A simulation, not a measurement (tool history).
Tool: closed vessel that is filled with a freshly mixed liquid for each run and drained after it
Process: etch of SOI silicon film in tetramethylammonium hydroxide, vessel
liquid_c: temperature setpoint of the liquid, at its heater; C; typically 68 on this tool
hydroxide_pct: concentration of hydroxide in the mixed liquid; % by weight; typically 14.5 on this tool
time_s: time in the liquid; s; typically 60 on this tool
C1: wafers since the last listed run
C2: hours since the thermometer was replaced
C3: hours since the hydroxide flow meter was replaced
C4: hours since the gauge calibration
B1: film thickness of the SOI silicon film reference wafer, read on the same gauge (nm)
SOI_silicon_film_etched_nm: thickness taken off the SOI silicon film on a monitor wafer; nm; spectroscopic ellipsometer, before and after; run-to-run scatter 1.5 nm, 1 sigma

Run 1, hour 0: usual settings but time_s 50 s; C1 0; C2 2382.8; C3 1562.7; C4 15.8; B1 110. Result: SOI_silicon_film_etched_nm 326.35 nm.
Run 2, hour 17.6: usual settings but time_s 50 s; C1 1597; C2 2400.4; C3 1580.3; C4 33.4; B1 109.99. Result: SOI_silicon_film_etched_nm 324.66 nm.
Run 3, hour 40.3: usual settings but time_s 50 s; C1 2061; C2 2423.1; C3 1603; C4 56.1; B1 110.02. Result: SOI_silicon_film_etched_nm 327.44 nm.
Run 4, hour 60: usual settings but liquid_c 74.5 C; C1 1788; C2 2442.8; C3 1622.7; C4 75.8; B1 110.01. Result: SOI_silicon_film_etched_nm 569.15 nm.
Run 5, hour 80.8: usual settings but liquid_c 74.5 C; C1 1888; C2 2463.6; C3 1643.5; C4 96.6; B1 110. Result: SOI_silicon_film_etched_nm 569.3 nm.
Run 6, hour 100.2: usual settings; C1 1761; C2 2483; C3 1662.9; C4 116; B1 110. Result: SOI_silicon_film_etched_nm 394.23 nm.
Run 7, hour 128.8: usual settings; C1 2596; C2 2511.6; C3 1691.5; C4 144.6; B1 110.01. Result: SOI_silicon_film_etched_nm 396 nm.
Run 8, hour 162.3: usual settings; C1 3041; C2 2545.1; C3 1725; C4 178.1; B1 110.01. Result: SOI_silicon_film_etched_nm 392.89 nm.
Run 9, hour 176.2: usual settings; C1 1262; C2 2559; C3 1738.9; C4 192; B1 110.02. Result: SOI_silicon_film_etched_nm 395.66 nm.
Run 10, hour 209.4: usual settings; C1 3014; C2 2592.2; C3 1772.1; C4 225.2; B1 110.01. Result: SOI_silicon_film_etched_nm 395.57 nm.
Run 11, hour 226.7: usual settings but hydroxide_pct 12.5 % by weight; C1 1570; C2 2609.5; C3 1789.4; C4 242.5; B1 109.99. Result: SOI_silicon_film_etched_nm 423.01 nm.
Run 12, hour 240.8: usual settings but hydroxide_pct 12.5 % by weight; C1 1280; C2 2623.6; C3 1803.5; C4 256.6; B1 109.98. Result: SOI_silicon_film_etched_nm 422.8 nm.
Run 13, hour 256.6: usual settings; C1 1434; C2 2639.4; C3 1819.3; C4 272.4; B1 110.01. Result: SOI_silicon_film_etched_nm 397 nm.
Run 14, hour 290.3: usual settings but liquid_c 74 C, hydroxide_pct 17 % by weight, time_s 45 s; C1 3059; C2 2673.1; C3 1853; C4 306.1; B1 109.97. Result: SOI_silicon_film_etched_nm 393.72 nm.
Run 15, hour 312.9: usual settings but liquid_c 66 C, hydroxide_pct 17 % by weight, time_s 70 s; C1 2051; C2 2695.7; C3 1875.6; C4 328.7; B1 109.99. Result: SOI_silicon_film_etched_nm 388.84 nm.
At hour 345.8: thermometer replaced.
Run 16, hour 346.4: usual settings but liquid_c 75.5 C, hydroxide_pct 11.5 % by weight, time_s 40 s; C1 2950; C2 0.6; C3 1909.1; C4 362.2; B1 110.03. Result: SOI_silicon_film_etched_nm 399.32 nm.
Run 17, hour 370.7: usual settings; C1 2206; C2 24.9; C3 1933.4; C4 386.5; B1 110.01. Result: SOI_silicon_film_etched_nm 345.05 nm.
At hour 401.4: gauge calibrated.
Run 18, hour 430.6: usual settings but liquid_c 60.5 C; C1 5438; C2 84.8; C3 1993.3; C4 29.2; B1 110.03. Result: SOI_silicon_film_etched_nm 220.55 nm.
At hour 431.7: hydroxide flow meter replaced.
Run 19, hour 448.6: usual settings but liquid_c 70 C, hydroxide_pct 18.5 % by weight; C1 1543; C2 102.8; C3 16.9; C4 47.2; B1 109.97. Result: SOI_silicon_film_etched_nm 355.24 nm.
Run 20, hour 472.3: usual settings but liquid_c 65 C, time_s 85 s; C1 2151; C2 126.5; C3 40.6; C4 70.9; B1 110.02. Result: SOI_silicon_film_etched_nm 411.59 nm.
Run 21, hour 501.8: usual settings; C1 2678; C2 156; C3 70.1; C4 100.4; B1 110.03. Result: SOI_silicon_film_etched_nm 346.09 nm.
Run 22, hour 518.5: usual settings but time_s 30 s; C1 1516; C2 172.7; C3 86.8; C4 117.1; B1 110. Result: SOI_silicon_film_etched_nm 173.44 nm.
Run 23, hour 535.7: usual settings but liquid_c 62 C, hydroxide_pct 10.5 % by weight; C1 1561; C2 189.9; C3 104; C4 134.3; B1 109.97. Result: SOI_silicon_film_etched_nm 277.69 nm.
Run 24, hour 568.2: usual settings but liquid_c 74.5 C, hydroxide_pct 16 % by weight; C1 2950; C2 222.4; C3 136.5; C4 166.8; B1 110.02. Result: SOI_silicon_film_etched_nm 490.83 nm.

4 options for the next run, each taken on its own from the tool as it stands now. Forecast them:
Run A, hour 568.9: usual settings; C1 63; C2 223.1; C3 137.2; C4 167.5; B1 ?. Result: SOI_silicon_film_etched_nm ?.
Run B, hour 568.9: usual settings but liquid_c 74 C; C1 63; C2 223.1; C3 137.2; C4 167.5; B1 ?. Result: SOI_silicon_film_etched_nm ?.
Run C, hour 568.9: usual settings but hydroxide_pct 11 % by weight, time_s 85 s; C1 63; C2 223.1; C3 137.2; C4 167.5; B1 ?. Result: SOI_silicon_film_etched_nm ?.
Run D, hour 568.9: usual settings but liquid_c 72.5 C; C1 63; C2 223.1; C3 137.2; C4 167.5; B1 ?. Result: SOI_silicon_film_etched_nm ?.

run      B1  SOI_silicon_film_etched_nm
  A  109.99                      349.35
  B  109.99                       495.3
  C  109.99                      558.95
  D  109.99                      454.42
Had the tool no hidden state, the same runs would have come out as:
run  SOI_silicon_film_etched_nm
  A                      337.94
  B                      479.66
  C                       540.7
  D                      439.96

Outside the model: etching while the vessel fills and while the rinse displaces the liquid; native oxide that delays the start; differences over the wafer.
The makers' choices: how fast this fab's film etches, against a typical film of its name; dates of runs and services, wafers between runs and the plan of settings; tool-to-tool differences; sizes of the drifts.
